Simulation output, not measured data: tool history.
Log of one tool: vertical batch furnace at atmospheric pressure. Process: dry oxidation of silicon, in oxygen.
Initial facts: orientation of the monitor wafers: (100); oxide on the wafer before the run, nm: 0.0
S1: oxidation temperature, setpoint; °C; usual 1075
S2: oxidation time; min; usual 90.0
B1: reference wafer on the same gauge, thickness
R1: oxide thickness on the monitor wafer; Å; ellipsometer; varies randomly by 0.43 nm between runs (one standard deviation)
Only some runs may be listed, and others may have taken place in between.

| run | hour | S1 | S2 | B1 | R1 |
|---|---|---|---|---|---|
| 1 | 0.0 | 1075 | 90.0 | 99.98 | 1054.0 |
| 2 | 42.3 | 1063 | 90.0 | 100.23 | 963.0 |
| 3 | 94.6 | 1063 | 90.0 | 99.84 | 959.6 |
| 4 | 152.1 | 1075 | 117.0 | 99.80 | 1250.7 |
| 5 | 194.9 | 1075 | 117.0 | 100.06 | 1252.3 |
| 6 | 247.3 | 1075 | 90.0 | 99.93 | 1051.1 |
| 7 | 299.6 | 1075 | 90.0 | 100.00 | 1054.0 |
| 8 | 351.4 | 1075 | 90.0 | 100.05 | 1057.8 |
| 9 | 397.6 | 1075 | 90.0 | 99.95 | 1051.4 |
| 10 | 422.5 | 1075 | 90.0 | 100.03 | 1052.1 |
| 11 | 459.4 | 1062 | 90.0 | 99.90 | 951.2 |
| 12 | 557.0 | 1060 | 72.5 | 99.83 | 817.5 |
| 13 | 614.1 | 1060 | 72.5 | 99.79 | 820.1 |
| 14 | 647.5 | 1067 | 90.0 | 100.09 | 992.1 |
| 15 | 715.2 | 1075 | 90.0 | 100.21 | 1054.9 |
| 16 | 881.3 | 1075 | 90.0 | 100.10 | 1044.6 |
| 17 | 929.0 | 1075 | 90.0 | 99.77 | 1062.5 |
|  | 955.5 | boat lift adjusted |
| 18 | 969.8 | 1051 | 104.0 | 100.09 | 958.9 |
|  | 1008.9 | gauge calibrated |
| 19 | 1154.9 | 1075 | 117.0 | 100.07 | 1247.1 |
|  | 1211.5 | thermocouples replaced and temperature profile calibrated |
| 20 | 1224.1 | 1066 | 132.0 | 100.00 | 1259.4 |
| 21 | 1316.0 | 1075 | 90.0 | 99.96 | 1057.8 |
| 22 | 1344.1 | 1075 | 131.0 | 100.05 | 1340.0 |
| 23 | 1389.7 | 1065 | 51.0 | 100.17 | 680.7 |
| 24 | 1428.5 | 1099 | 118.0 | 100.12 | 1470.5 |
| 25 | 1461.6 | 1085 | 112.5 | 100.19 | 1307.4 |
| 26 | 1515.2 | 1075 | 90.0 | 100.04 | 1053.9 |
| 27 | 1546.9 | 1063 | 108.0 | 100.08 | 1074.3 |
| 28 | 1590.6 | 1052 | 128.5 | 99.91 | 1112.3 |
| 29 | 1633.2 | 1060 | 72.5 | 99.90 | 817.2 |
| 30 | 1665.0 | 1057 | 130.0 | 100.03 | 1171.3 |
| 31 | 1724.3 | 1098 | 53.0 | 100.03 | 902.5 |
| 32 | 1754.1 | 1090 | 105.5 | 99.79 | 1307.6 |
| 33 | 1801.8 | 1075 | 90.0 | 100.14 | 1055.2 |
| 34 | 1871.9 | 1075 | 90.0 | 99.97 | 1056.9 |

What if the next run were any one of these 4? Each begins from the tool's condition after run 34:
| A | 1877.5 | 1075 | 90.0 | ? | ? |
| B | 1877.5 | 1075 | 68.5 | ? | ? |
| C | 1877.5 | 1088 | 90.0 | ? | ? |
| D | 1877.5 | 1075 | 59.0 | ? | ? |

| run | B1 | R1 |
|---|---|---|
| A | 99.94 | 1060.0 |
| B | 99.94 | 891.2 |
| C | 99.94 | 1166.4 |
| D | 99.94 | 810.7 |
The same runs, with their run-to-run variation unchanged, on a tool lacking any hidden condition would have given:
| run | R1 |
|---|---|
| A | 1060.0 |
| B | 891.2 |
| C | 1166.4 |
| D | 810.7 |

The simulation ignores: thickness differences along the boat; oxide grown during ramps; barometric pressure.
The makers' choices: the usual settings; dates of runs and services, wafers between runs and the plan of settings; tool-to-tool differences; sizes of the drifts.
